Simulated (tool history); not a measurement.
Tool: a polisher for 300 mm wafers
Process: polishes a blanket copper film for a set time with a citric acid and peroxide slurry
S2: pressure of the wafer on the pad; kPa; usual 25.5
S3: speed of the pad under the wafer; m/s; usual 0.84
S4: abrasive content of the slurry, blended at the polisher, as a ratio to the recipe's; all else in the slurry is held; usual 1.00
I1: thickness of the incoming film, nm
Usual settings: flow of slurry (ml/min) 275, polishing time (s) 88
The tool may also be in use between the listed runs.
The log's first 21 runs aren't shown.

Run 22, day 23.592: usual settings; I1 1030.9. Result: film removed (angstrom) 1622.
Run 23, day 24.825: usual settings but S3 0.96 m/s, S4 0.70; I1 1032.3. Result: film removed (angstrom) 1714.
At day 26.371: slurry blender recalibrated.
Run 24, day 26.392: usual settings but flow of slurry (ml/min) 200, S2 17.2 kPa, S3 0.56 m/s, polishing time (s) 78; I1 1006.9. Result: film removed (angstrom) 634.
Run 25, day 27.633: usual settings; I1 1021.4. Result: film removed (angstrom) 1569.
Run 26, day 28.788: usual settings but S4 1.25; I1 1019.4. Result: film removed (angstrom) 1615.
Run 27, day 29.546: usual settings but flow of slurry (ml/min) 200, S2 17.2 kPa, S3 0.56 m/s, polishing time (s) 78; I1 1019.9. Result: film removed (angstrom) 612.
At day 30.058: slurry nozzle cleaned.
Run 28, day 30.408: usual settings but S3 0.96 m/s; I1 1015.2. Result: film removed (angstrom) 1782.
Run 29, day 31.104: usual settings; I1 1000.3. Result: film removed (angstrom) 1567.
At day 31.946: worn pad replaced by a new one.
Run 30, day 32.050: usual settings; I1 1011.9. Result: film removed (angstrom) 1629.

4 ways to go on from here, each from the tool as it stands after run 30. What would each give?
Run A, day 32.067: usual settings but S4 0.80; I1 1038.8. Result: film removed (angstrom) ?.
Run B, day 32.067: usual settings but flow of slurry (ml/min) 200, S3 1.00 m/s, polishing time (s) 74; I1 1038.8. Result: film removed (angstrom) ?.
Run C, day 32.067: usual settings but S2 17.2 kPa, S4 0.85; I1 1038.8. Result: film removed (angstrom) ?.
Run D, day 32.067: usual settings but flow of slurry (ml/min) 340, S2 32.4 kPa, S3 0.94 m/s, S4 1.15; I1 1038.8. Result: film removed (angstrom) ?.

run  film removed (angstrom)
  A                     1578
  B                     1602
  C                     1091
  D                     2431
Without the tool's hidden state the same runs would have given:
run  film removed (angstrom)
  A                     1603
  B                     1630
  C                     1108
  D                     2466
